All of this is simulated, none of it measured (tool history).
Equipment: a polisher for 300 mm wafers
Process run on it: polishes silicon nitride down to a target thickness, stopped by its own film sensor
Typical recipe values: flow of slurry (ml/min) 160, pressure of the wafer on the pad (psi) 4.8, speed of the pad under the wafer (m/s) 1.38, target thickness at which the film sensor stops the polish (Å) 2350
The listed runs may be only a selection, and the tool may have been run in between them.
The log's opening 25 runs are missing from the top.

run,hour,flow of slurry (ml/min),pressure of the wafer on the pad (psi),speed of the pad under the wafer (m/s),target thickness at which the film sensor stops the polish (Å),wafers since the last listed run,wafers polished on this pad,hours since the slurry nozzle was cleaned,hours since the head pressure was calibrated,"incoming thickness of the incoming film, nm",time until the film sensor stopped the polish (s)
# hour 2043.3: slurry nozzle cleaned
26,2086.4,160,4.8,1.38,2350,848,1403,43.1,1026.8,476.5,88.1
27,2193.2,160,4.8,1.24,2350,1257,2660,149.9,1133.6,461.8,87
# hour 2275.7: head pressure recalibrated
28,2299.2,160,4.8,1.78,2020,1224,3884,255.9,23.5,469.8,90.1
29,2369.8,160,4.8,1.1,2820,830,4715,326.5,94.1,467.3,79.6
30,2450,125,4.8,1.64,3080,943,5659,406.7,174.3,466.4,59.4
31,2540.2,160,4.8,1.38,2350,1061,6721,496.9,264.5,470.8,92.9
32,2861.3,160,4.8,1.38,2630,3779,10500,818,585.6,469.9,87.1
33,2899,210,4.8,1.76,2350,443,10944,855.7,623.3,466.9,81.7
# hour 2945.2: worn pad replaced by a new one
34,2967.5,160,4.3,0.98,2350,759,262,924.2,691.8,474.6,130.1
35,3007.3,160,4.8,1.24,2350,468,731,964,731.6,468.7,99.4
# hour 3010.2: slurry nozzle cleaned
36,3245.9,160,3.9,1.66,2350,2796,3527,235.7,970.2,467.4,96.3

Consider 4 possible next runs. They are alternatives, not a sequence: every one starts from the tool as it was left by run 36. What does each give?
A,3246.3,160,4.8,1.38,2350,4,3532,236.1,970.6,466.3,?
B,3246.3,185,4.3,1.38,1790,4,3532,236.1,970.6,466.3,?
C,3246.3,205,5.9,1.38,1640,4,3532,236.1,970.6,466.3,?
D,3246.3,115,3.9,0.96,2350,4,3532,236.1,970.6,466.3,?

run,time until the film sensor stopped the polish (s)
A,87.3
B,117.9
C,88.9
D,140.1
What these runs would have given with no unlogged condition in the tool:
run,time until the film sensor stopped the polish (s)
A,84.6
B,114.5
C,86.5
D,134.7

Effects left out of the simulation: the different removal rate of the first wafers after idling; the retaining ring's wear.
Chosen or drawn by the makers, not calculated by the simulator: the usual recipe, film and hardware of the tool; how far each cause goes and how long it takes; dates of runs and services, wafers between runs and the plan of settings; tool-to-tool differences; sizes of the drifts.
